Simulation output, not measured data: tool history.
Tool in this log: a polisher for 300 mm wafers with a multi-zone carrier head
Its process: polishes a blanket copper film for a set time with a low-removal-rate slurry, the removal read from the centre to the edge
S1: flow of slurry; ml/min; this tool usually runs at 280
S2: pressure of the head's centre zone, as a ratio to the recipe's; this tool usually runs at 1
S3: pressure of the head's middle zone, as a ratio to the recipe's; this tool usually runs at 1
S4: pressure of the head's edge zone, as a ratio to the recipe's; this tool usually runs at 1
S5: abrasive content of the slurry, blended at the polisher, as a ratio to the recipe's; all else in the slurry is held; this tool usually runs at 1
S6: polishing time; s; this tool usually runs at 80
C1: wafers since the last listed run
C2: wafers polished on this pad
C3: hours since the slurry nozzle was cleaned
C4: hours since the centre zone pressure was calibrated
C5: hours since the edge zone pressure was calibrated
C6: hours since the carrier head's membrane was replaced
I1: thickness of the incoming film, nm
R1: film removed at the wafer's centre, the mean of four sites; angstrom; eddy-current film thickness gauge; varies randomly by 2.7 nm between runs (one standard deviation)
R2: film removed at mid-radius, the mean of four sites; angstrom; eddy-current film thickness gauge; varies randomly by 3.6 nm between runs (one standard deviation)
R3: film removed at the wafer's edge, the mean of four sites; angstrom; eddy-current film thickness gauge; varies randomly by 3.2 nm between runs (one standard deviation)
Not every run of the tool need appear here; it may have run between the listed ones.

run,day,S1,S2,S3,S4,S5,S6,C1,C2,C3,C4,C5,C6,I1,R1,R2,R3
1,0,280,1,1,1,1,80,0,2189,181,60.2,434.4,187,908.8,2728,2783,2753
# day 1.175: worn pad replaced by a new one
2,1.196,280,1,1,1.06,1.25,80,238,5,209.7,88.9,463.1,215.7,889.6,2890,3022,2957
3,1.896,280,1.07,1.1,0.91,1.2,80,162,167,226.5,105.7,479.9,232.5,884.3,3046,3143,2845
4,2.954,280,1,1,1,1,80,245,413,251.9,131.1,505.3,257.9,887,2737,2834,2801
5,3.592,375,1,1.04,1,1.2,107,147,561,267.2,146.4,520.6,273.2,893.1,3914,4147,3927
6,4.329,235,1,1,1.03,1,70,171,732,284.9,164.1,538.3,290.9,881.3,2272,2329,2404
7,5.725,280,1,0.96,0.92,1,80,323,1056,318.4,197.6,571.8,324.4,896.4,2691,2730,2710
8,6.338,280,1,1,1,1,80,142,1198,333.1,212.3,586.5,339.1,881.6,2687,2817,2792
9,7.488,280,1.07,1.06,1,1,80,266,1465,360.7,239.9,614.1,366.7,899,2827,2947,2793
10,8.4,280,0.92,1,1,1,80,211,1676,382.6,261.8,636,388.6,881,2410,2843,2821
11,9.546,280,1,1,1,1,80,265,1942,410.1,289.3,663.5,416.1,874.2,2689,2857,2803
# day 10.004: worn pad replaced by a new one
12,10.842,280,1.04,1,1.06,0.8,80,262,194,441.2,320.4,694.6,447.2,889.7,2548,2636,2702
13,11.971,315,1,1,1,1,80,262,456,468.3,347.5,721.7,474.3,883.9,2659,2812,2777
14,13.15,280,1,1,1.09,0.85,80,273,729,496.6,375.8,750,502.6,878.6,2497,2672,2729
# day 13.712: edge zone pressure recalibrated
15,14.075,310,1,1.1,1.04,1,60,195,925,518.8,398,8.7,524.8,896.5,1985,2320,2093
16,18.521,280,0.93,1,1,1,80,1031,1956,625.5,504.7,115.4,631.5,883.6,2391,2903,2757
17,19.058,280,1,0.95,1,1,80,124,2081,638.4,517.6,128.3,644.4,902.7,2589,2729,2785
18,19.704,185,1,1.05,1,1,93,149,2231,653.9,533.1,143.8,659.9,887.3,2817,3180,3099
# day 20.458: worn pad replaced by a new one
19,23.238,280,1,0.89,0.89,0.85,87,781,644,738.7,617.9,228.6,744.7,892.9,2668,2598,2824
20,24.171,280,1,1,1,1,80,216,861,761.1,640.3,251,767.1,886.3,2565,2855,2747

Forecast run 21:
# day 24.542: carrier head's membrane replaced by a new one
21,25.542,280,1,1,1,1,80,269,1130,794,673.2,283.9,24,897.8,?,?,?

Logged for run 21: R1 2559 angstrom, R2 2804 angstrom, R3 2766 angstrom.
The same run, on a tool lacking any hidden state, would have yielded R1 2800 angstrom, R2 2803 angstrom, R3 2766 angstrom.

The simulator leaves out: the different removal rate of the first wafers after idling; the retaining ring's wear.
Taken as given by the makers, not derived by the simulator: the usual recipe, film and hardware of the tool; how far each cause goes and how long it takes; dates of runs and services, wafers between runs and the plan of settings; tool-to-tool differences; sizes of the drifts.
